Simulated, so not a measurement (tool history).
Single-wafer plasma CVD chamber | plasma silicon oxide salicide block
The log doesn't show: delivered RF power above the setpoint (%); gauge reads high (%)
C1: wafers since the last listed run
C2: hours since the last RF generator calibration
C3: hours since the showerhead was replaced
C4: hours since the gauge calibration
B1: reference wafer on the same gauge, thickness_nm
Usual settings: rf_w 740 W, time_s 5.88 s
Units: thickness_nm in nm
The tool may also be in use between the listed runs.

{"run": 1, "hour": 0.0, "rf_w": 740, "time_s": 5.88, "C1": 0, "C2": 655.9, "C3": 4081.7, "C4": 99.6, "B1": 64.961, "thickness_nm": 64.307}
{"run": 2, "hour": 34.9, "rf_w": 800, "time_s": 5.88, "C1": 1690, "C2": 690.8, "C3": 4116.6, "C4": 134.5, "B1": 65.033, "thickness_nm": 65.643}
{"run": 3, "hour": 59.3, "rf_w": 800, "time_s": 5.88, "C1": 1182, "C2": 715.2, "C3": 4141.0, "C4": 158.9, "B1": 64.994, "thickness_nm": 65.474}
{"run": 4, "hour": 126.5, "rf_w": 740, "time_s": 5.01, "C1": 3255, "C2": 782.4, "C3": 4208.2, "C4": 226.1, "B1": 64.987, "thickness_nm": 54.849}
{"run": 5, "hour": 178.6, "rf_w": 740, "time_s": 5.88, "C1": 2523, "C2": 834.5, "C3": 4260.3, "C4": 278.2, "B1": 65.024, "thickness_nm": 64.411}
{"run": 6, "hour": 208.0, "rf_w": 740, "time_s": 5.88, "C1": 1424, "C2": 863.9, "C3": 4289.7, "C4": 307.6, "B1": 65.004, "thickness_nm": 64.367}
{"run": 7, "hour": 267.7, "rf_w": 740, "time_s": 5.88, "C1": 2892, "C2": 923.6, "C3": 4349.4, "C4": 367.3, "B1": 65.033, "thickness_nm": 64.37}
{"run": 8, "hour": 321.9, "rf_w": 740, "time_s": 5.88, "C1": 2625, "C2": 977.8, "C3": 4403.6, "C4": 421.5, "B1": 64.994, "thickness_nm": 64.027}
{"run": 9, "hour": 387.7, "rf_w": 740, "time_s": 5.88, "C1": 3187, "C2": 1043.6, "C3": 4469.4, "C4": 487.3, "B1": 64.998, "thickness_nm": 64.4}
{"run": 10, "hour": 446.3, "rf_w": 740, "time_s": 5.88, "C1": 2838, "C2": 1102.2, "C3": 4528.0, "C4": 545.9, "B1": 65.011, "thickness_nm": 64.255}
{"run": 11, "hour": 510.7, "rf_w": 740, "time_s": 5.88, "C1": 3119, "C2": 1166.6, "C3": 4592.4, "C4": 610.3, "B1": 64.982, "thickness_nm": 64.159}
{"run": 12, "hour": 582.4, "rf_w": 740, "time_s": 5.88, "C1": 3473, "C2": 1238.3, "C3": 4664.1, "C4": 682.0, "B1": 65.021, "thickness_nm": 64.301}
{"run": 13, "hour": 647.2, "rf_w": 690, "time_s": 5.88, "C1": 3139, "C2": 1303.1, "C3": 4728.9, "C4": 746.8, "B1": 65.079, "thickness_nm": 62.959}
{"hour": 686.3, "done": "showerhead replaced"}
{"run": 14, "hour": 713.0, "rf_w": 690, "time_s": 5.88, "C1": 2800, "C2": 1368.9, "C3": 26.7, "C4": 812.6, "B1": 64.954, "thickness_nm": 63.178}
{"run": 15, "hour": 764.9, "rf_w": 740, "time_s": 5.88, "C1": 2514, "C2": 1420.8, "C3": 78.6, "C4": 864.5, "B1": 65.003, "thickness_nm": 64.304}
{"run": 16, "hour": 810.5, "rf_w": 630, "time_s": 5.88, "C1": 2209, "C2": 1466.4, "C3": 124.2, "C4": 910.1, "B1": 64.999, "thickness_nm": 61.659}
{"run": 17, "hour": 873.8, "rf_w": 660, "time_s": 4.73, "C1": 3066, "C2": 1529.7, "C3": 187.5, "C4": 973.4, "B1": 65.045, "thickness_nm": 50.233}
{"run": 18, "hour": 929.9, "rf_w": 885, "time_s": 5.88, "C1": 2717, "C2": 1585.8, "C3": 243.6, "C4": 1029.5, "B1": 64.979, "thickness_nm": 67.109}
{"run": 19, "hour": 984.0, "rf_w": 790, "time_s": 5.09, "C1": 2620, "C2": 1639.9, "C3": 297.7, "C4": 1083.6, "B1": 65.033, "thickness_nm": 56.687}
{"hour": 1023.7, "done": "RF generator calibrated"}
{"run": 20, "hour": 1039.0, "rf_w": 625, "time_s": 4.86, "C1": 2276, "C2": 15.3, "C3": 352.7, "C4": 1138.6, "B1": 65.019, "thickness_nm": 51.007}
{"run": 21, "hour": 1084.2, "rf_w": 805, "time_s": 5.56, "C1": 2189, "C2": 60.5, "C3": 397.9, "C4": 1183.8, "B1": 64.978, "thickness_nm": 62.096}
{"run": 22, "hour": 1116.6, "rf_w": 650, "time_s": 4.97, "C1": 1569, "C2": 92.9, "C3": 430.3, "C4": 1216.2, "B1": 65.041, "thickness_nm": 52.434}
{"run": 23, "hour": 1182.1, "rf_w": 660, "time_s": 4.97, "C1": 3173, "C2": 158.4, "C3": 495.8, "C4": 1281.7, "B1": 64.951, "thickness_nm": 52.712}
{"hour": 1189.5, "done": "gauge calibrated"}
{"run": 24, "hour": 1241.2, "rf_w": 860, "time_s": 5.88, "C1": 2863, "C2": 217.5, "C3": 554.9, "C4": 51.7, "B1": 64.983, "thickness_nm": 66.986}
{"run": 25, "hour": 1326.2, "rf_w": 650, "time_s": 4.89, "C1": 4117, "C2": 302.5, "C3": 639.9, "C4": 136.7, "B1": 64.979, "thickness_nm": 51.693}
{"run": 26, "hour": 1354.8, "rf_w": 665, "time_s": 5.11, "C1": 1385, "C2": 331.1, "C3": 668.5, "C4": 165.3, "B1": 65.009, "thickness_nm": 54.434}
{"run": 27, "hour": 1384.8, "rf_w": 740, "time_s": 5.88, "C1": 1453, "C2": 361.1, "C3": 698.5, "C4": 195.3, "B1": 64.986, "thickness_nm": 64.124}
{"run": 28, "hour": 1428.5, "rf_w": 600, "time_s": 4.71, "C1": 2116, "C2": 404.8, "C3": 742.2, "C4": 239.0, "B1": 65.003, "thickness_nm": 48.75}
{"run": 29, "hour": 1500.4, "rf_w": 740, "time_s": 5.88, "C1": 3483, "C2": 476.7, "C3": 814.1, "C4": 310.9, "B1": 65.017, "thickness_nm": 64.4}

How the hidden state differs across the entries between the runs, from the last listed run before each to the first after it:
Between runs 13 and 14: showerhead replaced (hour 686.3)
  no hidden state differs between the two runs
Between runs 19 and 20: RF generator calibrated (hour 1023.7)
  no hidden state differs between the two runs
Between runs 23 and 24: gauge calibrated (hour 1189.5)
  no hidden state differs between the two runs

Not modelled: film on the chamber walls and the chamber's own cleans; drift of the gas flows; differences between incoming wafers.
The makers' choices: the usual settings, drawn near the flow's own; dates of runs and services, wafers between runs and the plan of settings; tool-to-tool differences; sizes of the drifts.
